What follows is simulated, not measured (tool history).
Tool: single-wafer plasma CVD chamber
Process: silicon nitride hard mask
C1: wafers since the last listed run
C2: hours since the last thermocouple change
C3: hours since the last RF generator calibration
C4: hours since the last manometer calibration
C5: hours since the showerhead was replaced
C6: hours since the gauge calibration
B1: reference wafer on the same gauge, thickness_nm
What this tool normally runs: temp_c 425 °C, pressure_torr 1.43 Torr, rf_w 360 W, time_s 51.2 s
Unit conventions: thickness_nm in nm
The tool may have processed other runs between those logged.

Run 1, hour 0: usual settings but pressure_torr 1.19 Torr; C1 0; C2 2255.7; C3 1848.3; C4 1970.8; C5 8257.7; C6 24.8; B1 78.058. Result: thickness_nm 62.801 nm.
Run 2, hour 17.9: usual settings but temp_c 433 °C; C1 377; C2 2273.6; C3 1866.2; C4 1988.7; C5 8275.6; C6 42.7; B1 77.977. Result: thickness_nm 66.04 nm.
Run 3, hour 35.4: usual settings but temp_c 433 °C; C1 369; C2 2291.1; C3 1883.7; C4 2006.2; C5 8293.1; C6 60.2; B1 77.886. Result: thickness_nm 65.837 nm.
Run 4, hour 51.2: usual settings; C1 333; C2 2306.9; C3 1899.5; C4 2022; C5 8308.9; C6 76; B1 77.812. Result: thickness_nm 66.216 nm.
At hour 98.7: capacitance manometer re-zeroed and calibrated.
Run 5, hour 99.2: usual settings but temp_c 417 °C, time_s 56.5 s; C1 843; C2 2354.9; C3 1947.5; C4 0.5; C5 8356.9; C6 124; B1 77.74. Result: thickness_nm 73.004 nm.
At hour 108.8: thermocouple changed; heater temperature recalibrated.
At hour 116.5: showerhead replaced.
Run 6, hour 117: usual settings; C1 43; C2 8.2; C3 1965.3; C4 18.3; C5 0.5; C6 141.8; B1 77.77. Result: thickness_nm 66.162 nm.
Run 7, hour 117.3: usual settings but pressure_torr 1.6 Torr; C1 6; C2 8.5; C3 1965.6; C4 18.6; C5 0.8; C6 142.1; B1 77.664. Result: thickness_nm 68.255 nm.
Run 8, hour 118.5: usual settings; C1 25; C2 9.7; C3 1966.8; C4 19.8; C5 2; C6 143.3; B1 77.677. Result: thickness_nm 66.152 nm.
Run 9, hour 124.6: usual settings but pressure_torr 1.24 Torr; C1 128; C2 15.8; C3 1972.9; C4 25.9; C5 8.1; C6 149.4; B1 77.642. Result: thickness_nm 63.283 nm.
At hour 135.3: RF generator calibrated.
Run 10, hour 137: usual settings but pressure_torr 1.22 Torr; C1 92; C2 28.2; C3 1.7; C4 38.3; C5 20.5; C6 161.8; B1 77.684. Result: thickness_nm 62.971 nm.
At hour 137.3: gauge calibrated.
Run 11, hour 153.3: usual settings but pressure_torr 1.09 Torr, rf_w 330 W; C1 343; C2 44.5; C3 18; C4 54.6; C5 36.8; C6 16; B1 78.177. Result: thickness_nm 59.169 nm.
Run 12, hour 167.5: usual settings but pressure_torr 1.18 Torr; C1 299; C2 58.7; C3 32.2; C4 68.8; C5 51; C6 30.2; B1 78.131. Result: thickness_nm 62.476 nm.
Run 13, hour 177.5: usual settings but pressure_torr 1.2 Torr, time_s 55.1 s; C1 210; C2 68.7; C3 42.2; C4 78.8; C5 61; C6 40.2; B1 78.108. Result: thickness_nm 67.586 nm.
Run 14, hour 184.3: usual settings; C1 143; C2 75.5; C3 49; C4 85.6; C5 67.8; C6 47; B1 78.051. Result: thickness_nm 66.392 nm.
Run 15, hour 192.1: usual settings but temp_c 419 °C; C1 164; C2 83.3; C3 56.8; C4 93.4; C5 75.6; C6 54.8; B1 77.957. Result: thickness_nm 66.483 nm.
Run 16, hour 201.6: usual settings but temp_c 420 °C, rf_w 300 W, time_s 47.6 s; C1 200; C2 92.8; C3 66.3; C4 102.9; C5 85.1; C6 64.3; B1 77.96. Result: thickness_nm 57.787 nm.
Run 17, hour 207.7: usual settings; C1 128; C2 98.9; C3 72.4; C4 109; C5 91.2; C6 70.4; B1 77.87. Result: thickness_nm 66.281 nm.
Run 18, hour 216.2: usual settings but temp_c 417 °C, time_s 56.5 s; C1 179; C2 107.4; C3 80.9; C4 117.5; C5 99.7; C6 78.9; B1 77.961. Result: thickness_nm 73.436 nm.
Run 19, hour 234.1: usual settings but pressure_torr 1.78 Torr, time_s 43 s; C1 377; C2 125.3; C3 98.8; C4 135.4; C5 117.6; C6 96.8; B1 77.924. Result: thickness_nm 59.219 nm.

Below, each run's measurement less what the same run would have read without the hidden state. Both values contain the same run-to-run variation, but the gauge's scatter may not be the same in both:
What the log doesn't record here: wafer temperature above the value expected at the setpoint (K); delivered RF power above the setpoint (%); true pressure above the setpoint (%); gauge reads high (%).
run  thickness_nm
  1        -0.213
  2        -0.311
  3        -0.373
  4        -0.418
  5        -0.549
  6        -0.515
  7        -0.531
  8        -0.516
  9        -0.497
 10        -0.503
 11        -0.063
 12        -0.143
 13        -0.203
 14        -0.227
 15        -0.255
 16        -0.248
 17        -0.302
 18        -0.357
 19         -0.32
